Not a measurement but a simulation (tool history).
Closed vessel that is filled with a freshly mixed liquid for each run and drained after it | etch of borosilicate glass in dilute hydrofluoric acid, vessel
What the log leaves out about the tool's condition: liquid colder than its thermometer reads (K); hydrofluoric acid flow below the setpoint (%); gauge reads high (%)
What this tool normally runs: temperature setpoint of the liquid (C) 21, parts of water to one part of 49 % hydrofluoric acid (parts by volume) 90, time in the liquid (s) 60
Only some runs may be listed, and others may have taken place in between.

run   hour  temperature setpoint of the liquid (C)  parts of water to one part of 49 % hydrofluoric acid (parts by volume)  time in the liquid (s)  wafers since the last listed run  hours since the thermometer was replaced  hours since the hydrofluoric acid flow meter was replaced  hours since the gauge calibration  read-back film thickness of the borosilicate glass reference wafer, read on the same gauge (nm)  thickness taken off the borosilicate glass on a monitor wafer (nm)
  1      0                                      18                                                                      90                      60                                 0                                    2072.1                                                       1790                              121.3                                                                                           129.97                                                               19.87
  2   17.2                                    22.5                                                                      90                      70                              1689                                    2089.3                                                     1807.2                              138.5                                                                                              130                                                               28.29
  3   33.4                                      21                                                                      90                      45                              1591                                    2105.5                                                     1823.4                              154.7                                                                                           129.99                                                               16.86
  4   50.3                                      21                                                                      90                      45                              1659                                    2122.4                                                     1840.3                              171.6                                                                                           130.01                                                               16.92
  5   63.5                                      21                                                                      90                      45                              1296                                    2135.6                                                     1853.5                              184.8                                                                                           129.99                                                               16.94
  6   73.7                                      21                                                                      90                      60                              1001                                    2145.8                                                     1863.7                                195                                                                                              130                                                               22.69
  7   86.1                                      21                                                                     105                      35                              1217                                    2158.2                                                     1876.1                              207.4                                                                                              130                                                               11.14
  8   93.8                                      21                                                                     105                      35                               756                                    2165.9                                                     1883.8                              215.1                                                                                           130.02                                                               11.19
  9  107.2                                      21                                                                     105                      35                              1316                                    2179.3                                                     1897.2                              228.5                                                                                           129.99                                                               11.09
     113.9  -- hydrofluoric acid flow meter replaced
 10  122.2                                    23.5                                                                      90                      60                              1374                                    2194.3                                                        8.3                              243.5                                                                                              130                                                               24.77
 11  145.2                                    23.5                                                                      90                      60                              2258                                    2217.3                                                       31.3                              266.5                                                                                           130.02                                                               24.91
     157.4  -- thermometer replaced
 12  162.4                                    23.5                                                                      90                      60                              1591                                         5                                                       48.5                              283.7                                                                                           129.96                                                               27.29
 13  174.9                                      21                                                                      90                      60                              1227                                      17.5                                                         61                              296.2                                                                                              130                                                               24.47
 14  187.5                                      21                                                                      90                      60                              1237                                      30.1                                                       73.6                              308.8                                                                                           129.99                                                                24.7
 15  199.6                                      21                                                                     105                      60                              1188                                      42.2                                                       85.7                              320.9                                                                                           130.04                                                               20.58
 16  210.2                                      21                                                                     105                      60                              1041                                      52.8                                                       96.3                              331.5                                                                                           130.02                                                               20.75
 17  225.5                                      21                                                                     115                      90                              1502                                      68.1                                                      111.6                              346.8                                                                                           130.02                                                               27.96
 18  233.7                                      21                                                                      90                      60                               805                                      76.3                                                      119.8                                355                                                                                           129.98                                                               24.48
 19  247.6                                      21                                                                      90                      60                              1365                                      90.2                                                      133.7                              368.9                                                                                           130.01                                                               24.43
 20  255.1                                    23.5                                                                     125                      30                               736                                      97.7                                                      141.2                              376.4                                                                                           130.03                                                                9.37
 21  266.8                                    22.5                                                                     120                      85                              1149                                     109.4                                                      152.9                              388.1                                                                                              130                                                               26.61
     273.7  -- gauge calibrated
 22  280.6                                    22.5                                                                     120                      85                              1355                                     123.2                                                      166.7                                6.9                                                                                           129.97                                                               26.71
 23  289.9                                      21                                                                     120                      60                               913                                     132.5                                                        176                               16.2                                                                                           129.96                                                               17.67
 24  302.4                                    24.5                                                                      90                      40                              1227                                       145                                                      188.5                               28.7                                                                                           129.98                                                                18.6
 25  318.9                                      21                                                                     125                      60                              1620                                     161.5                                                        205                               45.2                                                                                           130.01                                                               16.94
 26  332.9                                      21                                                                      90                      60                              1374                                     175.5                                                        219                               59.2                                                                                           130.02                                                               24.34
 27  347.4                                      18                                                                     130                      90                              1424                                       190                                                      233.5                               73.7                                                                                           129.99                                                               21.58
 28  353.7                                      21                                                                     105                      60                               618                                     196.3                                                      239.8                                 80                                                                                           129.99                                                               20.47
 29    363                                      21                                                                      90                      35                               913                                     205.6                                                      249.1                               89.3                                                                                           130.04                                                               14.24
 30  375.1                                    24.5                                                                      90                      60                              1188                                     217.7                                                      261.2                              101.4                                                                                              130                                                               28.09
 31  391.6                                      21                                                                     120                      60                              1620                                     234.2                                                      277.7                              117.9                                                                                              130                                                               17.66
 32  408.7                                      21                                                                      75                      60                              1679                                     251.3                                                      294.8                                135                                                                                           130.02                                                               29.53
 33  416.8                                      21                                                                      90                      60                               795                                     259.4                                                      302.9                              143.1                                                                                           130.01                                                               24.39
 34  433.2                                    18.5                                                                     125                      90                              1610                                     275.8                                                      319.3                              159.5                                                                                           129.97                                                                22.9

Below are 3 alternative next runs, each starting from the tool's condition after run 34. Predict each:
  A  433.9                                      21                                                                      90                      60                                68                                     276.5                                                        320                              160.2                                                                                                ?                                                                   ?
  B  433.9                                    23.5                                                                     135                      70                                68                                     276.5                                                        320                              160.2                                                                                                ?                                                                   ?
  C  433.9                                      17                                                                      55                      75                                68                                     276.5                                                        320                              160.2                                                                                                ?                                                                   ?

run  read-back film thickness of the borosilicate glass reference wafer, read on the same gauge (nm)  thickness taken off the borosilicate glass on a monitor wafer (nm)
  A                                                                                           130.02                                                               24.32
  B                                                                                           130.02                                                               19.88
  C                                                                                           130.02                                                               43.65
Had the tool no hidden state, the same runs would have come out as:
run  thickness taken off the borosilicate glass on a monitor wafer (nm)
  A                                                               25.21
  B                                                               20.57
  C                                                               45.33
